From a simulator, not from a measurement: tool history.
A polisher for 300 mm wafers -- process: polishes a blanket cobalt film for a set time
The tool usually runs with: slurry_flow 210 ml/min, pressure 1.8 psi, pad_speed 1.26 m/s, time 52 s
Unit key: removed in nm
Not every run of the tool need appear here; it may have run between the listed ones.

| run | hour | slurry_flow | pressure | pad_speed | time | wafers since the last listed run | wafers polished on this pad | hours since the slurry nozzle was cleaned | hours since the head pressure was calibrated | incoming thickness of the incoming film, nm | removed |
|---|---|---|---|---|---|---|---|---|---|---|---|
| 1 | 0.0 | 265 | 1.8 | 1.26 | 52 | 0 | 388 | 467.5 | 1462.5 | 833.5 | 362.2 |
| 2 | 13.9 | 210 | 1.3 | 1.26 | 52 | 193 | 581 | 481.4 | 1476.4 | 835.0 | 255.2 |
| 3 | 23.7 | 210 | 1.3 | 1.26 | 52 | 136 | 717 | 491.2 | 1486.2 | 848.5 | 247.5 |
|  | 33.2 | worn pad replaced by a new one |
| 4 | 41.1 | 210 | 1.3 | 1.26 | 52 | 186 | 109 | 508.6 | 1503.6 | 854.9 | 271.1 |
| 5 | 50.7 | 210 | 1.8 | 1.26 | 52 | 133 | 242 | 518.2 | 1513.2 | 834.5 | 361.7 |
| 6 | 62.3 | 210 | 1.8 | 1.26 | 52 | 161 | 403 | 529.8 | 1524.8 | 825.1 | 353.5 |
| 7 | 73.9 | 210 | 2.0 | 1.26 | 52 | 161 | 564 | 541.4 | 1536.4 | 853.8 | 372.7 |
|  | 87.2 | worn pad replaced by a new one |
| 8 | 87.7 | 210 | 1.8 | 1.26 | 52 | 136 | 7 | 555.2 | 1550.2 | 835.2 | 358.2 |
| 9 | 93.6 | 210 | 1.8 | 1.26 | 52 | 81 | 89 | 561.1 | 1556.1 | 842.4 | 362.5 |
| 10 | 99.9 | 210 | 1.8 | 1.26 | 52 | 87 | 176 | 567.4 | 1562.4 | 856.6 | 366.7 |
| 11 | 112.0 | 230 | 1.8 | 1.14 | 52 | 168 | 344 | 579.5 | 1574.5 | 833.2 | 327.4 |
| 12 | 125.7 | 210 | 2.1 | 1.00 | 52 | 190 | 535 | 593.2 | 1588.2 | 836.0 | 325.9 |
|  | 139.2 | worn pad replaced by a new one |
|  | 143.0 | slurry nozzle cleaned |
| 13 | 143.5 | 210 | 1.4 | 0.96 | 45 | 177 | 45 | 0.5 | 1606.0 | 843.8 | 195.6 |
| 14 | 150.0 | 270 | 1.8 | 1.26 | 52 | 90 | 135 | 7.0 | 1612.5 | 823.5 | 366.5 |
| 15 | 156.2 | 210 | 2.1 | 1.00 | 52 | 86 | 221 | 13.2 | 1618.7 | 841.6 | 333.9 |
|  | 168.8 | head pressure recalibrated |
| 16 | 174.0 | 210 | 1.8 | 1.26 | 57 | 219 | 441 | 31.0 | 5.2 | 840.3 | 384.7 |
| 17 | 186.2 | 210 | 1.8 | 1.26 | 52 | 169 | 610 | 43.2 | 17.4 | 844.6 | 335.7 |
|  | 192.1 | worn pad replaced by a new one |
| 18 | 202.2 | 265 | 1.8 | 0.96 | 52 | 166 | 140 | 59.2 | 33.4 | 837.8 | 285.6 |
| 19 | 218.4 | 250 | 2.0 | 1.26 | 52 | 224 | 365 | 75.4 | 49.6 | 845.0 | 397.2 |
| 20 | 228.2 | 270 | 1.3 | 0.82 | 45 | 136 | 501 | 85.2 | 59.4 | 842.8 | 158.6 |
| 21 | 238.9 | 265 | 1.8 | 1.62 | 52 | 148 | 650 | 95.9 | 70.1 | 839.8 | 435.4 |

Each row is a separate what-if for the run after 21, all from the same tool condition, not one after another. Results?
| A | 239.3 | 210 | 1.8 | 1.26 | 52 | 5 | 656 | 96.3 | 70.5 | 847.0 | ? |
| B | 239.3 | 265 | 1.6 | 1.64 | 47 | 5 | 656 | 96.3 | 70.5 | 847.0 | ? |
| C | 239.3 | 180 | 2.1 | 1.12 | 39 | 5 | 656 | 96.3 | 70.5 | 847.0 | ? |
| D | 239.3 | 240 | 2.1 | 0.84 | 67 | 5 | 656 | 96.3 | 70.5 | 847.0 | ? |

| run | removed |
|---|---|
| A | 334.9 |
| B | 355.1 |
| C | 254.7 |
| D | 355.4 |
Without the tool's unlogged condition, the same runs would have read:
| run | removed |
|---|---|
| A | 357.8 |
| B | 379.5 |
| C | 272.2 |
| D | 379.8 |
